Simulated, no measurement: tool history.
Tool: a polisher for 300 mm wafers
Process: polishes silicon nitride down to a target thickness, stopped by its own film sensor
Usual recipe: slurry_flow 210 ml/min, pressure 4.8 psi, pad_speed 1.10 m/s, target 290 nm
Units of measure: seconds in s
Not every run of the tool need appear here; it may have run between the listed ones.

run,day,slurry_flow,pressure,pad_speed,target,wafers since the last listed run,wafers polished on this pad,hours since the slurry nozzle was cleaned,hours since the head pressure was calibrated,"incoming thickness of the incoming film, nm",seconds
1,0.000,210,4.8,1.10,290,0,1305,335.5,212.0,458.1,51.5
2,3.633,210,4.8,1.10,290,682,1987,422.7,299.2,461.2,53.0
# day 5.283: slurry nozzle cleaned
# day 6.154: worn pad replaced by a new one
3,6.175,210,4.8,1.10,290,438,4,21.4,360.2,462.8,53.4
4,10.450,210,4.8,1.10,290,803,807,124.0,462.8,464.1,54.4
5,12.142,210,4.8,1.10,290,317,1124,164.6,503.4,466.2,52.0
6,15.804,210,4.8,1.10,290,688,1812,252.5,591.3,455.9,51.2
# day 18.725: worn pad replaced by a new one
7,19.133,210,4.8,1.10,290,594,76,332.4,671.2,462.9,53.0
8,21.375,210,4.8,1.10,290,421,497,386.2,725.0,458.3,51.1
# day 21.604: slurry nozzle cleaned
9,25.708,210,4.8,1.10,290,806,1304,98.5,829.0,464.8,53.0
10,28.775,210,4.8,1.10,290,576,1880,172.1,902.6,463.9,51.6
11,33.033,210,4.8,1.10,290,799,2680,274.3,1004.8,466.2,51.9
# day 34.812: worn pad replaced by a new one
12,36.854,210,4.8,1.10,290,686,383,366.0,1096.5,465.4,53.2
# day 37.383: slurry nozzle cleaned
13,39.729,210,5.2,1.10,329,532,915,56.3,1165.5,455.7,35.0
14,43.462,210,6.2,1.34,254,701,1617,145.9,1255.1,460.1,41.9
15,46.150,210,4.8,0.84,290,504,2121,210.4,1319.6,457.1,62.3
# day 47.233: worn pad replaced by a new one
16,48.208,150,4.8,1.10,290,355,183,259.8,1369.0,455.4,50.5
17,50.671,265,4.2,0.92,238,462,645,318.9,1428.1,461.6,83.5
# day 50.825: head pressure recalibrated
# day 54.275: slurry nozzle cleaned
18,59.954,210,4.8,1.32,263,1720,2366,136.3,219.1,459.7,53.3
# day 61.929: worn pad replaced by a new one
19,63.142,240,5.9,1.00,341,567,227,212.8,295.6,462.2,34.1
20,65.546,210,4.8,1.36,247,451,679,270.5,353.3,459.0,55.9
21,67.579,210,4.3,1.10,265,381,1061,319.3,402.1,459.8,66.7
22,71.521,210,4.8,1.10,290,740,1802,413.9,496.7,462.2,55.5

Below are 4 alternative next runs, each starting from the tool's condition after run 22. Predict each:
A,71.538,210,4.8,1.10,262,3,1805,414.3,497.1,458.9,?
B,71.538,210,6.3,1.10,271,3,1805,414.3,497.1,458.9,?
C,71.538,210,4.8,1.26,290,3,1805,414.3,497.1,458.9,?
D,71.538,210,4.8,0.98,232,3,1805,414.3,497.1,458.9,?

run,seconds
A,62.8
B,46.7
C,48.3
D,79.4
Without the tool's unlogged condition, the same runs would have read:
run,seconds
A,67.2
B,50.0
C,51.7
D,84.9
